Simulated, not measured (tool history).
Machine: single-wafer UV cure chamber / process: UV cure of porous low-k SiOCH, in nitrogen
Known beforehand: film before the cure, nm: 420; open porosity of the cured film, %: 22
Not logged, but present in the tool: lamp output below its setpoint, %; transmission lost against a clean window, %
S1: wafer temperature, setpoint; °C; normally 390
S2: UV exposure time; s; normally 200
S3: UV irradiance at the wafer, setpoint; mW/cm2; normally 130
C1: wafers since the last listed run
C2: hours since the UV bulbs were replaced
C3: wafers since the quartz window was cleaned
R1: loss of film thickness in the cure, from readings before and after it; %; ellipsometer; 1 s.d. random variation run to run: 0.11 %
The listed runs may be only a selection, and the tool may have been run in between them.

run 1 day=0.000 | S1=390 S2=200 S3=99 | C1=0 C2=208.5 C3=2654 | R1=11.384
run 2 day=2.854 | S1=390 S2=200 S3=99 | C1=523 C2=277.0 C3=3178 | R1=11.335
run 3 day=4.021 | S1=390 S2=200 S3=99 | C1=213 C2=305.0 C3=3392 | R1=11.240
-- day=6.204 quartz window cleaned
run 4 day=6.483 | S1=390 S2=200 S3=130 | C1=390 C2=364.1 C3=51 | R1=12.253
run 5 day=8.908 | S1=390 S2=200 S3=130 | C1=444 C2=422.3 C3=495 | R1=12.340
run 6 day=11.658 | S1=390 S2=200 S3=130 | C1=504 C2=488.3 C3=1000 | R1=12.494
run 7 day=13.742 | S1=390 S2=200 S3=130 | C1=382 C2=538.3 C3=1382 | R1=12.247
run 8 day=15.796 | S1=390 S2=200 S3=130 | C1=376 C2=587.6 C3=1758 | R1=12.298
run 9 day=17.846 | S1=390 S2=200 S3=130 | C1=375 C2=636.8 C3=2134 | R1=12.119
run 10 day=18.996 | S1=380 S2=200 S3=130 | C1=210 C2=664.4 C3=2345 | R1=12.174
run 11 day=20.046 | S1=390 S2=200 S3=130 | C1=192 C2=689.6 C3=2538 | R1=12.253
run 12 day=21.617 | S1=390 S2=200 S3=130 | C1=288 C2=727.3 C3=2826 | R1=12.183
run 13 day=22.621 | S1=380 S2=245 S3=103 | C1=184 C2=751.4 C3=3010 | R1=11.924
run 14 day=24.371 | S1=377 S2=300 S3=164 | C1=320 C2=793.4 C3=3331 | R1=14.945
run 15 day=25.467 | S1=390 S2=200 S3=130 | C1=200 C2=819.7 C3=3532 | R1=11.978
-- day=27.850 quartz window cleaned
run 16 day=28.462 | S1=390 S2=200 S3=167 | C1=488 C2=891.6 C3=112 | R1=13.125
-- day=29.192 UV bulbs replaced
run 17 day=31.162 | S1=401 S2=275 S3=149 | C1=434 C2=47.3 C3=546 | R1=15.279
run 18 day=32.558 | S1=405 S2=170 S3=143 | C1=255 C2=80.8 C3=802 | R1=12.642
run 19 day=35.467 | S1=390 S2=275 S3=130 | C1=533 C2=150.6 C3=1336 | R1=14.426
run 20 day=38.233 | S1=390 S2=200 S3=162 | C1=507 C2=217.0 C3=1843 | R1=13.786
run 21 day=40.304 | S1=382 S2=295 S3=93 | C1=379 C2=266.7 C3=2223 | R1=12.592

Alternative continuations, all from the tool just after run 21; predict every row:
run A day=40.325 | S1=384 S2=200 S3=130 | C1=3 C2=267.2 C3=2227 | R1=?
run B day=40.325 | S1=390 S2=305 S3=130 | C1=3 C2=267.2 C3=2227 | R1=?
run C day=40.325 | S1=397 S2=125 S3=91 | C1=3 C2=267.2 C3=2227 | R1=?

run=A R1=12.236
run=B R1=14.434
run=C R1=8.653
With no hidden state in the tool, these same runs would have given:
run=A R1=12.508
run=B R1=14.717
run=C R1=8.903

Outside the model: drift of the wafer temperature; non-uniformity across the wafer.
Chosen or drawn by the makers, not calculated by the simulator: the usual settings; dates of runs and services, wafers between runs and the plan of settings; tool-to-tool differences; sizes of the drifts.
